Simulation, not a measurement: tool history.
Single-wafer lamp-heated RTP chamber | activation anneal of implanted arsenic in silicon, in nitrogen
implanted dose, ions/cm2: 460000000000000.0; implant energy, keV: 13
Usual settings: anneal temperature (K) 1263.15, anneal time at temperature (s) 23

run	hour	anneal temperature (K)	anneal time at temperature (s)	wafers since the last listed run	wafers since the last pyrometer calibration	wafers since the reflector plate was cleaned	hours since the gauge calibration	read-back reference wafer on the same gauge, sheet resistance	sheet resistance of the implanted and annealed layer (ohm/square)
1	0	1263.15	23	0	3633	15303	1.5	228.85	236.02
2	15.6	1263.15	23	147	3780	15450	17.1	228.47	235.69
3	26	1263.15	23	98	3878	15548	27.5	228.31	235.36
4	42.7	1263.15	23	157	4035	15706	44.2	228.12	235.22
5	54.5	1253.15	26	111	4147	15817	56	227.92	235.07
6	66.8	1263.15	23	115	4263	15933	68.3	227.8	234.8
7	74.3	1263.15	23	70	4333	16004	75.8	227.85	234.23
# hour 86.9: reflector plate cleaned
# hour 92.1: pyrometer window cleaned and pyrometer calibrated
8	92.6	1263.15	31	47	4	4	94.1	227.7	231.64
9	98.9	1244.15	23	59	63	63	100.4	227.72	236.95
10	106.2	1244.15	23	68	132	132	107.7	227.66	236.58
11	113.6	1263.15	30	69	202	202	115.1	227.69	232.86
12	120.6	1263.15	23	66	268	268	122.1	227.66	234.56
13	129.6	1233.15	23	84	353	353	131.1	227.6	237.9
14	144.8	1248.15	10	143	496	496	146.3	227.69	241.41
# hour 148.9: gauge calibrated
15	156.9	1243.15	23	114	610	610	8	228.69	237.85
16	164.8	1263.15	16	74	685	685	15.9	228.6	237.65
17	172.3	1263.15	23	70	756	756	23.4	228.4	234.85
18	182.2	1245.15	23	93	849	849	33.3	228.2	236.24
19	193.4	1251.15	14	105	955	955	44.5	228.11	238.73
20	211.1	1263.15	23	166	1121	1121	62.2	227.98	234.51

5 ways to go on from here, each from the tool as it stands after run 20. What would each give?
A	211.5	1263.15	23	3	1125	1125	62.6	?	?
B	211.5	1283.15	13	3	1125	1125	62.6	?	?
C	211.5	1280.15	30	3	1125	1125	62.6	?	?
D	211.5	1282.15	33	3	1125	1125	62.6	?	?
E	211.5	1249.15	23	3	1125	1125	62.6	?	?

run	read-back reference wafer on the same gauge, sheet resistance	sheet resistance of the implanted and annealed layer (ohm/square)
A	227.93	234.93
B	227.93	236.2
C	227.93	229.78
D	227.93	228.4
E	227.93	236.65
Without the tool's hidden state the same runs would have given:
run	sheet resistance of the implanted and annealed layer (ohm/square)
A	236.04
B	237.31
C	230.86
D	229.48
E	237.76
